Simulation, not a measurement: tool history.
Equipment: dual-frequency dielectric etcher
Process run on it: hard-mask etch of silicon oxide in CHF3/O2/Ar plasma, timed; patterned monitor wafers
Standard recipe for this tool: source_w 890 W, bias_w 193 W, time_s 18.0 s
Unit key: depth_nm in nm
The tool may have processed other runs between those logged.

run,hour,source_w,bias_w,time_s,"read-back reference wafer on the same gauge, depth_nm",depth_nm
1,0.0,730,193,18.0,37.99,35.07
2,15.0,730,193,18.0,37.98,34.99
3,106.0,890,193,18.0,37.99,39.96
4,140.7,890,193,18.0,38.00,40.04
5,155.1,890,193,18.0,37.99,40.07
6,186.9,890,193,18.0,37.99,39.95
7,221.9,890,193,18.0,37.99,39.94
# hour 274.0: wet clean of the chamber
8,274.5,890,160,18.0,37.99,36.83
9,280.7,890,193,18.0,38.01,39.97
# hour 287.7: bias power generator calibrated
# hour 289.6: source power generator calibrated
10,298.7,1010,174,14.0,38.00,31.55
11,311.7,780,170,14.0,38.00,26.50
12,344.5,890,165,21.0,38.00,42.71
13,368.6,890,193,18.0,37.99,39.25
14,398.3,970,193,18.0,37.98,41.23
15,421.5,890,193,18.0,38.02,39.10
16,441.4,1020,166,14.5,38.01,32.05
17,459.2,830,179,23.0,37.99,46.44
18,491.5,890,193,22.0,37.98,47.96
19,504.4,890,193,18.0,38.00,39.32
20,532.9,950,151,21.0,38.01,42.71
21,568.3,890,193,18.0,38.01,39.38
# hour 578.2: gauge calibrated
# hour 614.1: wet clean of the chamber
22,614.6,960,193,18.0,37.98,41.00
23,614.9,960,193,20.5,37.99,46.66
24,645.4,890,224,18.0,38.01,41.87
# hour 669.7: upper electrode replaced
25,735.4,780,157,21.5,37.98,39.28
26,769.8,890,193,22.5,38.00,49.08
27,839.6,750,160,16.0,38.01,28.69
28,866.9,740,193,18.0,37.99,34.84
29,897.3,800,176,20.0,38.01,39.21
# hour 929.5: wet clean of the chamber
30,930.0,830,158,13.5,38.01,25.80
31,990.4,1050,176,22.5,38.02,51.93

State the hidden condition of the tool at each of the runs:
etch rate over this chamber's usual, %: 0 in every run
source power that arrives over what is set, %: 0 in every run
gauge reads high (%): 0 in every run
H1: bias power that arrives over what is set, %
run,H1
1,3.18
2,3.23
3,3.55
4,3.67
5,3.73
6,3.85
7,3.98
8,4.18
9,4.21
10,-0.576
11,-0.576
12,-0.572
13,-0.569
14,-0.562
15,-0.555
16,-0.549
17,-0.542
18,-0.527
19,-0.521
20,-0.506
21,-0.484
22,-0.451
23,-0.451
24,-0.426
25,-0.341
26,-0.304
27,-0.219
28,-0.183
29,-0.14
30,-0.0921
31,0.0032

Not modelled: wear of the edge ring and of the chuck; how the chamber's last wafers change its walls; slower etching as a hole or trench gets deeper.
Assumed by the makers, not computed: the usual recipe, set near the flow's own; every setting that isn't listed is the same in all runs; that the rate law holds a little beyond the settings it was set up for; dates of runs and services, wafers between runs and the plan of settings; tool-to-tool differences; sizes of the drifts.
